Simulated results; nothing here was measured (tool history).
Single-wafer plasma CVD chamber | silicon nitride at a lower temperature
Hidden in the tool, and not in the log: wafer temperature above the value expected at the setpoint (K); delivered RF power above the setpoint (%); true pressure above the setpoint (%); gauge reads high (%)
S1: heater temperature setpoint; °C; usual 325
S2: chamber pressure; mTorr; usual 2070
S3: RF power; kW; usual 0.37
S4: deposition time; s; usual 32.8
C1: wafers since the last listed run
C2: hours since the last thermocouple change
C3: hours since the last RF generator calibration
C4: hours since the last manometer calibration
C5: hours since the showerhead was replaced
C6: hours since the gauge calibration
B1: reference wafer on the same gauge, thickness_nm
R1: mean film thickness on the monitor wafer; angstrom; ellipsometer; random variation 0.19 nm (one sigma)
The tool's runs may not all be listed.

run,day,S1,S2,S3,S4,C1,C2,C3,C4,C5,C6,B1,R1
1,0,325,1660,0.37,35.2,0,1996.5,1581.4,549.5,7774,686.5,44.59,474.03
# day 0.596: RF generator calibrated
2,1.129,325,2070,0.37,32.8,229,2023.6,12.8,576.6,7801.1,713.6,44.593,483.02
3,1.775,325,2070,0.37,32.8,186,2039.1,28.3,592.1,7816.6,729.1,44.563,480.57
4,2.862,325,2070,0.37,32.8,313,2065.2,54.4,618.2,7842.7,755.2,44.646,478.77
5,3.546,325,2070,0.37,32.8,197,2081.6,70.8,634.6,7859.1,771.6,44.632,480.94
6,4.742,325,2180,0.37,32.8,345,2110.3,99.5,663.3,7887.8,800.3,44.615,484.36
7,5.546,312,2530,0.42,26.9,232,2129.6,118.8,682.6,7907.1,819.6,44.586,438.2
8,6.983,325,2070,0.37,32.8,415,2164.1,153.3,717.1,7941.6,854.1,44.589,481.18
9,7.933,317,2070,0.37,32.8,274,2186.9,176.1,739.9,7964.4,876.9,44.558,480.62
10,9.238,325,2070,0.37,37.9,376,2218.2,207.4,771.2,7995.7,908.2,44.629,553.7
11,10.275,335,1600,0.34,27.9,299,2243.1,232.3,796.1,8020.6,933.1,44.601,366.28
# day 10.579: gauge calibrated
12,11.683,325,2070,0.315,36.2,406,2276.9,266.1,829.9,8054.4,26.5,44.637,474.62
13,12.812,325,2070,0.37,32.8,326,2304,293.2,857,8081.5,53.6,44.607,477.05
14,13.475,325,2180,0.37,32.8,191,2319.9,309.1,872.9,8097.4,69.5,44.508,482.3
15,14.55,325,2070,0.37,32.8,310,2345.7,334.9,898.7,8123.2,95.3,44.726,475.47
16,15.088,325,2480,0.37,29.7,155,2358.6,347.8,911.6,8136.1,108.2,44.577,446.36
17,15.612,316,1660,0.415,28,151,2371.2,360.4,924.2,8148.7,120.8,44.56,421.28
18,16.462,325,2070,0.37,32.8,245,2391.6,380.8,944.6,8169.1,141.2,44.639,473.62
# day 17.133: capacitance manometer re-zeroed and calibrated
19,17.154,311,2070,0.37,32.8,103,2408.2,397.4,0.5,8185.7,157.8,44.711,475.01
20,17.754,325,1750,0.37,30.6,173,2422.6,411.8,14.9,8200.1,172.2,44.609,430.49
# day 18.217: thermocouple changed; heater temperature recalibrated
# day 18.758: showerhead replaced
21,19.079,338,2070,0.33,28,190,20.7,443.6,46.7,7.7,204,44.64,376.59
22,20.246,325,2070,0.305,32.8,336,48.7,471.6,74.7,35.7,232,44.621,418.46
23,22.775,325,2070,0.37,32.8,730,109.4,532.3,135.4,96.4,292.7,44.524,473.2
24,24.133,325,2070,0.31,32.8,392,142,564.9,168,129,325.3,44.705,421.25
25,25.996,325,2070,0.33,35.9,537,186.7,609.6,212.7,173.7,370,44.671,482.34
26,26.946,325,2330,0.37,36.3,274,209.5,632.4,235.5,196.5,392.8,44.518,532.77
27,28.004,325,1900,0.37,34.6,305,234.9,657.8,260.9,221.9,418.2,44.532,489.98
28,29.279,325,1720,0.37,32.8,368,265.5,688.4,291.5,252.5,448.8,44.604,453.56

Forecast each of these 5 alternatives for the next run:
A,29.296,325,2070,0.37,32.8,4,265.9,688.8,291.9,252.9,449.2,?,?
B,29.296,325,2070,0.4,32.8,4,265.9,688.8,291.9,252.9,449.2,?,?
C,29.296,316,2070,0.37,29.8,4,265.9,688.8,291.9,252.9,449.2,?,?
D,29.296,325,1900,0.37,34.5,4,265.9,688.8,291.9,252.9,449.2,?,?
E,29.296,339,2070,0.37,35,4,265.9,688.8,291.9,252.9,449.2,?,?

run,B1,R1
A,44.581,472.72
B,44.581,496.35
C,44.581,431.06
D,44.581,489.78
E,44.581,501.49
Without the tool's hidden state the same runs would have given:
run,R1
A,481.42
B,504.98
C,438.99
D,498.79
E,510.72
